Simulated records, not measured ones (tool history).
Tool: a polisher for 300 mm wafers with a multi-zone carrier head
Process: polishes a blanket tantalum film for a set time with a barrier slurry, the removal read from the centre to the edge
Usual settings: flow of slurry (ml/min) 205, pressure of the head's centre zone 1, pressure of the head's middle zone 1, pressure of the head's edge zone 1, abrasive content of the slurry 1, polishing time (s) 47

| run | hour | flow of slurry (ml/min) | pressure of the head's centre zone | pressure of the head's middle zone | pressure of the head's edge zone | abrasive content of the slurry | polishing time (s) | wafers since the last listed run | wafers polished on this pad | hours since the slurry nozzle was cleaned | hours since the centre zone pressure was calibrated | hours since the edge zone pressure was calibrated | hours since the carrier head's membrane was replaced | incoming thickness of the incoming film, nm | film removed at the wafer's centre (angstrom) | film removed at mid-radius (angstrom) | film removed at the wafer's edge (angstrom) |
|---|---|---|---|---|---|---|---|---|---|---|---|---|---|---|---|---|---|
| 1 | 0 | 205 | 1 | 1 | 1 | 1 | 47 | 0 | 528 | 565.1 | 306.9 | 1319.9 | 1590.5 | 293.3 | 575 | 574 | 564 |
| 2 | 12.5 | 205 | 1 | 1 | 1 | 1 | 47 | 150 | 679 | 577.6 | 319.4 | 1332.4 | 1603 | 287.2 | 577 | 573 | 568 |
|  | 30.1 | worn pad replaced by a new one |
| 3 | 30.6 | 205 | 1 | 1 | 1 | 1 | 47 | 169 | 6 | 595.7 | 337.5 | 1350.5 | 1621.1 | 294.5 | 572 | 574 | 566 |
| 4 | 37.1 | 205 | 1.06 | 1 | 1 | 1 | 47 | 78 | 84 | 602.2 | 344 | 1357 | 1627.6 | 291 | 611 | 572 | 559 |
| 5 | 48.6 | 255 | 1 | 1 | 1 | 1 | 47 | 138 | 223 | 613.7 | 355.5 | 1368.5 | 1639.1 | 287.3 | 613 | 612 | 597 |
|  | 55.4 | centre zone pressure recalibrated |
|  | 62 | edge zone pressure recalibrated |
| 6 | 63.7 | 205 | 1 | 1 | 1 | 1 | 47 | 133 | 357 | 628.8 | 8.3 | 1.7 | 1654.2 | 291.6 | 544 | 571 | 565 |
| 7 | 77.8 | 205 | 1 | 1 | 0.93 | 1 | 47 | 169 | 526 | 642.9 | 22.4 | 15.8 | 1668.3 | 293.4 | 546 | 566 | 544 |
| 8 | 91.5 | 205 | 1 | 1 | 1 | 1 | 36 | 164 | 691 | 656.6 | 36.1 | 29.5 | 1682 | 286.5 | 416 | 440 | 429 |
|  | 100.9 | carrier head's membrane replaced by a new one |
|  | 103.5 | worn pad replaced by a new one |
| 9 | 104 | 260 | 1 | 1 | 1.12 | 1.1 | 47 | 57 | 5 | 669.1 | 48.6 | 42 | 3.1 | 286.3 | 601 | 610 | 636 |
| 10 | 109.5 | 160 | 1 | 1.11 | 1 | 1 | 47 | 66 | 71 | 674.6 | 54.1 | 47.5 | 8.6 | 285.1 | 499 | 568 | 541 |
| 11 | 126.3 | 205 | 1 | 1 | 1 | 1 | 47 | 202 | 273 | 691.4 | 70.9 | 64.3 | 25.4 | 290.6 | 548 | 567 | 562 |

The next listed run, before its measurement:
| 12 | 139.7 | 205 | 1.05 | 1.08 | 0.91 | 1 | 33 | 161 | 435 | 704.8 | 84.3 | 77.7 | 38.8 | 288 | ? | ? | ? |

Run 12 gave film removed at the wafer's centre (angstrom) 398, film removed at mid-radius (angstrom) 426, film removed at the wafer's edge (angstrom) 380.
Without the tool's hidden state the same run would have given film removed at the wafer's centre (angstrom) 454, film removed at mid-radius (angstrom) 478, film removed at the wafer's edge (angstrom) 413.

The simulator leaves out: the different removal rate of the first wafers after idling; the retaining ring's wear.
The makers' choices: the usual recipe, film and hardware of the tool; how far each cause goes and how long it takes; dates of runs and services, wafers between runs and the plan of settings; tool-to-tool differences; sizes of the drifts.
